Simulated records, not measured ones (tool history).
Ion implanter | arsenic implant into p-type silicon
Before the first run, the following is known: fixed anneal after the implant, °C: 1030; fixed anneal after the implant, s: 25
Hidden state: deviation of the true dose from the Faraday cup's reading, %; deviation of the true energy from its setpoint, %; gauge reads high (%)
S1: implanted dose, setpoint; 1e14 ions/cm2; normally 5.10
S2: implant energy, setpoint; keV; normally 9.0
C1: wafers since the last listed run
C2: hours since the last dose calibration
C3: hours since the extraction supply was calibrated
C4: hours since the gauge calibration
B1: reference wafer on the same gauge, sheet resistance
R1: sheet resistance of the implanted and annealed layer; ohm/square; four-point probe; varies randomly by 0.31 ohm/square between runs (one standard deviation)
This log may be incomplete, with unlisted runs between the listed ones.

| run | hour | S1 | S2 | C1 | C2 | C3 | C4 | B1 | R1 |
|---|---|---|---|---|---|---|---|---|---|
| 1 | 0.0 | 6.30 | 9.0 | 0 | 1964.4 | 6581.9 | 250.2 | 186.98 | 183.32 |
| 2 | 20.8 | 6.30 | 9.0 | 331 | 1985.2 | 6602.7 | 271.0 | 186.96 | 183.52 |
| 3 | 51.4 | 6.30 | 9.0 | 486 | 2015.8 | 6633.3 | 301.6 | 187.00 | 183.50 |
| 4 | 86.7 | 4.59 | 9.0 | 561 | 2051.1 | 6668.6 | 336.9 | 186.98 | 233.93 |
| 5 | 115.4 | 5.10 | 9.0 | 456 | 2079.8 | 6697.3 | 365.6 | 187.00 | 215.71 |
| 6 | 142.0 | 5.10 | 9.0 | 423 | 2106.4 | 6723.9 | 392.2 | 186.93 | 215.48 |
|  | 165.6 | extraction supply calibrated |
| 7 | 166.1 | 5.10 | 11.5 | 256 | 2130.5 | 0.5 | 416.3 | 187.03 | 213.15 |
| 8 | 179.8 | 5.10 | 11.5 | 218 | 2144.2 | 14.2 | 430.0 | 187.00 | 212.99 |
| 9 | 198.4 | 6.11 | 6.5 | 296 | 2162.8 | 32.8 | 448.6 | 186.93 | 189.96 |
| 10 | 212.1 | 5.10 | 9.0 | 218 | 2176.5 | 46.5 | 462.3 | 186.99 | 216.11 |
|  | 240.1 | Faraday cup replaced and dose calibrated |
| 11 | 240.6 | 6.04 | 12.0 | 326 | 0.5 | 75.0 | 490.8 | 187.04 | 179.40 |
|  | 252.8 | gauge calibrated |
| 12 | 268.4 | 4.50 | 9.0 | 442 | 28.3 | 102.8 | 15.6 | 186.94 | 227.98 |
| 13 | 284.1 | 5.10 | 7.5 | 249 | 44.0 | 118.5 | 31.3 | 187.03 | 208.67 |
| 14 | 312.6 | 6.30 | 9.0 | 453 | 72.5 | 147.0 | 59.8 | 186.88 | 176.63 |
| 15 | 336.7 | 4.28 | 6.0 | 383 | 96.6 | 171.1 | 83.9 | 187.03 | 240.70 |
| 16 | 364.2 | 5.54 | 10.5 | 437 | 124.1 | 198.6 | 111.4 | 186.96 | 193.16 |
| 17 | 379.6 | 5.10 | 10.5 | 245 | 139.5 | 214.0 | 126.8 | 187.00 | 205.69 |

Predict each of these 3 candidate next runs independently; none follows another, all start after run 17:
| A | 380.0 | 5.10 | 9.0 | 6 | 139.9 | 214.4 | 127.2 | ? | ? |
| B | 380.0 | 5.70 | 9.0 | 6 | 139.9 | 214.4 | 127.2 | ? | ? |
| C | 380.0 | 4.56 | 11.0 | 6 | 139.9 | 214.4 | 127.2 | ? | ? |

| run | B1 | R1 |
|---|---|---|
| A | 187.01 | 207.17 |
| B | 187.01 | 190.35 |
| C | 187.01 | 223.41 |
Stripped of hidden state, with their random variation kept, the same runs would have yielded:
| run | R1 |
|---|---|
| A | 207.58 |
| B | 190.73 |
| C | 223.86 |

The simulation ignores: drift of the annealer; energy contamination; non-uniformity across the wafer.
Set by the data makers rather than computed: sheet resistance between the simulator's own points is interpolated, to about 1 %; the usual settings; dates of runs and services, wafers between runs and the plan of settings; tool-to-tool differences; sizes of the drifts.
